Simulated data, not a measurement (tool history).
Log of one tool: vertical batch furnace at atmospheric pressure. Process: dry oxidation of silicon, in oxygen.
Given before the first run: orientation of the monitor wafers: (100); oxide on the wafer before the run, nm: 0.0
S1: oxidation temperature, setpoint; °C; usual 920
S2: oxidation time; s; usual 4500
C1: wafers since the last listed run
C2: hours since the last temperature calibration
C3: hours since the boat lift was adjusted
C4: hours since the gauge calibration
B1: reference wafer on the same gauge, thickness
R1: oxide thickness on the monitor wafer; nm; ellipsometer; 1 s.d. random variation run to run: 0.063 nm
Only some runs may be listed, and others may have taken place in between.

run   hour   S1    S2    C1      C2      C3     C4     B1     R1
  1    0.0  920  4500     0  3471.5  4763.4  162.3  32.01  31.60
  2   33.0  920  4500   401  3504.5  4796.4  195.3  32.01  31.58
  3   66.6  920  4500   408  3538.1  4830.0  228.9  32.00  31.59
  4   85.7  930  4500   232  3557.2  4849.1  248.0  32.01  34.88
  5  107.6  920  4500   266  3579.1  4871.0  269.9  32.00  31.74
  6  135.8  920  4500   342  3607.3  4899.2  298.1  31.99  31.76
  7  155.0  920  4500   233  3626.5  4918.4  317.3  31.99  31.73
  8  173.5  920  4500   224  3645.0  4936.9  335.8  31.99  31.67
  9  195.9  920  4500   272  3667.4  4959.3  358.2  32.01  31.63
 10  222.4  920  4500   322  3693.9  4985.8  384.7  32.00  31.82
 11  247.4  920  4500   303  3718.9  5010.8  409.7  32.01  31.71
 12  281.3  920  5040   412  3752.8  5044.7  443.6  32.03  34.28
 13  297.4  920  4500   195  3768.9  5060.8  459.7  32.01  31.76
 14  331.0  903  4500   408  3802.5  5094.4  493.3  32.00  26.79
 15  389.3  903  4500   708  3860.8  5152.7  551.6  31.99  26.87
 16  422.4  903  4500   402  3893.9  5185.8  584.7  32.02  26.90
 17  440.7  920  4500   222  3912.2  5204.1  603.0  32.03  31.79
     473.9  -- boat lift adjusted
 18  475.0  903  4500   125  3946.5     1.1  637.3  31.99  26.92
 19  491.7  940  5220   203  3963.2    17.8  654.0  32.00  43.35
 20  523.1  920  4500   381  3994.6    49.2  685.4  32.01  31.79
 21  608.1  897  5970  1033  4079.6   134.2  770.4  32.00  30.61
 22  622.0  920  4500   168  4093.5   148.1  784.3  32.01  31.88
 23  637.4  910  4500   187  4108.9   163.5  799.7  32.00  28.88
     648.2  -- gauge calibrated
 24  658.6  910  4500   257  4130.1   184.7   10.4  32.01  29.03
 25  687.3  903  4500   348  4158.8   213.4   39.1  32.01  26.98
     724.7  -- thermocouples replaced and temperature profile calibrated
 26  725.2  938  4500   168     0.5   251.3   77.0  32.01  36.64
 27  746.0  929  5610   252    21.3   272.1   97.8  32.00  38.71
 28  759.6  938  4500   165    34.9   285.7  111.4  31.99  36.42
 29  783.0  929  3810   284    58.3   309.1  134.8  32.00  29.80
 30  846.3  906  2490   769   121.6   372.4  198.1  31.99  18.01
 31  873.5  908  6390   330   148.8   399.6  225.3  31.98  34.34
 32  891.2  937  5520   215   166.5   417.3  243.0  32.02  41.51
 33  923.0  899  2670   386   198.3   449.1  274.8  32.00  17.54
 34  953.6  934  2640   372   228.9   479.7  305.4  32.02  24.62

4 options for the next run, each taken on its own from the tool as it stands now. Forecast them:
  A  957.9  920  2280  52  233.2  484.0  309.7   ?   ?
  B  957.9  896  2730  52  233.2  484.0  309.7   ?   ?
  C  957.9  920  5970  52  233.2  484.0  309.7   ?   ?
  D  957.9  909  3630  52  233.2  484.0  309.7   ?   ?

run     B1     R1
  A  32.00  19.59
  B  32.00  17.32
  C  32.00  37.14
  D  32.00  23.91
Take away the tool's hidden state, keep each run's random variation, and the runs would have read:
run     R1
  A  19.42
  B  17.15
  C  36.79
  D  23.69

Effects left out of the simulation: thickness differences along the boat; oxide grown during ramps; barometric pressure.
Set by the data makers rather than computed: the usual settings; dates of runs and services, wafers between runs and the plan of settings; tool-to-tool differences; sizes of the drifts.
